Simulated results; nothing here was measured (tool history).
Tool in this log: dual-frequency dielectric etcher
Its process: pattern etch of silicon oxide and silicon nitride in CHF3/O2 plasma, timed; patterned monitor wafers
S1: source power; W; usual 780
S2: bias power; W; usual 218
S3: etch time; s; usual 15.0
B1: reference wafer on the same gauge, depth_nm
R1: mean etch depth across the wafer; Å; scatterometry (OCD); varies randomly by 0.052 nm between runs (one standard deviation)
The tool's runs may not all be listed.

{"run": 1, "hour": 0.0, "S1": 850, "S2": 218, "S3": 15.0, "B1": 24.8, "R1": 259.4}
{"hour": 1.5, "done": "gauge calibrated"}
{"run": 2, "hour": 31.9, "S1": 780, "S2": 218, "S3": 15.0, "B1": 24.81, "R1": 247.8}
{"run": 3, "hour": 45.4, "S1": 780, "S2": 218, "S3": 15.0, "B1": 24.8, "R1": 247.5}
{"run": 4, "hour": 77.7, "S1": 780, "S2": 218, "S3": 16.0, "B1": 24.8, "R1": 263.9}
{"run": 5, "hour": 96.5, "S1": 780, "S2": 218, "S3": 15.0, "B1": 24.79, "R1": 246.3}
{"run": 6, "hour": 121.9, "S1": 780, "S2": 218, "S3": 15.0, "B1": 24.8, "R1": 245.7}
{"run": 7, "hour": 146.0, "S1": 780, "S2": 218, "S3": 15.0, "B1": 24.8, "R1": 245.5}
{"run": 8, "hour": 159.1, "S1": 780, "S2": 218, "S3": 15.0, "B1": 24.81, "R1": 246.0}
{"run": 9, "hour": 179.5, "S1": 780, "S2": 218, "S3": 15.0, "B1": 24.79, "R1": 245.4}
{"run": 10, "hour": 191.8, "S1": 780, "S2": 238, "S3": 15.0, "B1": 24.8, "R1": 253.1}
{"run": 11, "hour": 218.7, "S1": 780, "S2": 238, "S3": 15.0, "B1": 24.81, "R1": 253.5}
{"run": 12, "hour": 248.6, "S1": 780, "S2": 238, "S3": 15.0, "B1": 24.8, "R1": 252.7}
{"run": 13, "hour": 275.4, "S1": 780, "S2": 218, "S3": 18.0, "B1": 24.81, "R1": 293.4}
{"run": 14, "hour": 304.8, "S1": 780, "S2": 259, "S3": 11.0, "B1": 24.79, "R1": 190.9}
{"run": 15, "hour": 327.5, "S1": 780, "S2": 218, "S3": 15.0, "B1": 24.81, "R1": 244.5}
{"run": 16, "hour": 359.1, "S1": 920, "S2": 218, "S3": 15.0, "B1": 24.8, "R1": 266.8}
{"hour": 394.3, "done": "bias power generator calibrated"}
{"run": 17, "hour": 437.5, "S1": 870, "S2": 218, "S3": 18.0, "B1": 24.8, "R1": 310.0}
{"hour": 479.9, "done": "wet clean of the chamber"}
{"run": 18, "hour": 480.4, "S1": 660, "S2": 218, "S3": 15.0, "B1": 24.8, "R1": 227.4}
{"run": 19, "hour": 507.6, "S1": 780, "S2": 169, "S3": 13.0, "B1": 24.79, "R1": 198.4}
{"hour": 599.6, "done": "gauge calibrated"}
{"hour": 601.2, "done": "upper electrode replaced"}
{"run": 20, "hour": 601.7, "S1": 680, "S2": 181, "S3": 13.5, "B1": 24.79, "R1": 193.4}
{"run": 21, "hour": 604.5, "S1": 780, "S2": 218, "S3": 15.0, "B1": 24.8, "R1": 249.7}
{"hour": 621.6, "done": "source power generator calibrated"}
{"run": 22, "hour": 638.0, "S1": 600, "S2": 267, "S3": 15.0, "B1": 24.8, "R1": 229.8}
{"run": 23, "hour": 657.1, "S1": 980, "S2": 218, "S3": 15.0, "B1": 24.8, "R1": 280.2}
{"run": 24, "hour": 690.0, "S1": 670, "S2": 265, "S3": 17.0, "B1": 24.8, "R1": 276.4}
{"run": 25, "hour": 718.7, "S1": 590, "S2": 233, "S3": 15.0, "B1": 24.8, "R1": 214.0}
{"run": 26, "hour": 792.3, "S1": 780, "S2": 164, "S3": 12.0, "B1": 24.81, "R1": 178.1}

Some steps in R1 between neighbouring runs. How much of each would the tool show without its hidden state too (settings, what came in, random variation), and how much is left for the hidden state, with any gauge scatter that isn't in both results?
Hidden state present: etch rate over this chamber's usual, %; source power that arrives over what is set, %; bias power that arrives over what is set, %; gauge reads high (%).
Run 13 -> 14: S2 218 -> 259, S3 18.0 -> 11.0. R1 -102.5 Å: hidden state +2.3, all else -104.8.
Run 16 -> 17: S1 920 -> 870, S3 15.0 -> 18.0, bias power generator calibrated. R1 +43.2 Å: hidden state -2.6, all else +45.8.
Run 17 -> 18: S1 870 -> 660, S3 18.0 -> 15.0, wet clean of the chamber. R1 -82.6 Å: hidden state +10.7, all else -93.3.
